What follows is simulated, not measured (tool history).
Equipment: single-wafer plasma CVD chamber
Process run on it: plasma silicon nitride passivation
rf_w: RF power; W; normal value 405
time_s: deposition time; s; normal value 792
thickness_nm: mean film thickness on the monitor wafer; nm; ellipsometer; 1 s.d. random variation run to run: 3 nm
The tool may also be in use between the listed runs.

run,day,rf_w,time_s,"read-back reference wafer on the same gauge, thickness_nm",thickness_nm
1,0,405,792,1419.92,1223.984
2,4.338,405,792,1421.321,1221.003
# day 6.383: gauge calibrated
3,7.096,405,792,1418.653,1215.835
4,10.55,405,792,1420.436,1217.229
5,14.162,405,792,1420.558,1214.227
6,17.388,465,792,1419.864,1278.46
7,19.038,435,792,1419.699,1242.964
8,22.046,435,792,1420.19,1243.808
9,25.425,435,792,1420.38,1246.08
10,28.438,405,792,1418.653,1210.32
11,32.846,405,792,1419.374,1212.485
12,35.862,405,792,1420.37,1206.302
13,38.104,405,792,1420.316,1209.818
14,42.108,405,792,1419.203,1207.136
15,45.392,405,792,1419.996,1203.717
16,49.088,405,792,1420.103,1199.547
17,52.458,405,792,1419.076,1197.353
18,54.804,405,792,1419.905,1197.379
19,57.542,405,792,1420.392,1195.868
20,60.962,330,668,1420.93,935.899
21,64.746,455,864,1419.32,1352.129
22,67.162,405,844,1419.707,1270.226
23,69.621,480,833,1420.021,1335.574
24,73.671,405,841,1420.11,1263.386
25,77.846,405,792,1419.358,1191.949
# day 78.475: gauge calibrated
26,80.446,475,635,1420.088,1009.252
# day 81.188: showerhead replaced
# day 84.004: RF generator calibrated
27,84.025,440,893,1419.497,1425.099
28,85.996,455,864,1420.004,1397.717
29,87.879,365,792,1420.002,1183.031
30,91.471,405,792,1420.263,1229.359
31,93.033,485,725,1420.113,1202.77
32,96.35,405,792,1420.055,1228.844
33,98.779,375,852,1419.93,1281.281
34,101.817,335,870,1420.844,1256.438
35,103.771,405,792,1419.435,1221.934
36,107.938,475,792,1420.3,1293.901

5 ways to go on from here, each from the tool as it stands after run 36. What would each give?
A,107.962,405,792,?,?
B,107.962,480,848,?,?
C,107.962,380,712,?,?
D,107.962,455,925,?,?
E,107.962,330,707,?,?

run,"read-back reference wafer on the same gauge, thickness_nm",thickness_nm
A,1420.191,1223.812
B,1420.191,1393.759
C,1420.191,1074.366
D,1420.191,1491.411
E,1420.191,1010.71
Without the tool's unlogged condition, the same runs would have read:
run,thickness_nm
A,1233.222
B,1404.475
C,1082.627
D,1502.878
E,1018.481

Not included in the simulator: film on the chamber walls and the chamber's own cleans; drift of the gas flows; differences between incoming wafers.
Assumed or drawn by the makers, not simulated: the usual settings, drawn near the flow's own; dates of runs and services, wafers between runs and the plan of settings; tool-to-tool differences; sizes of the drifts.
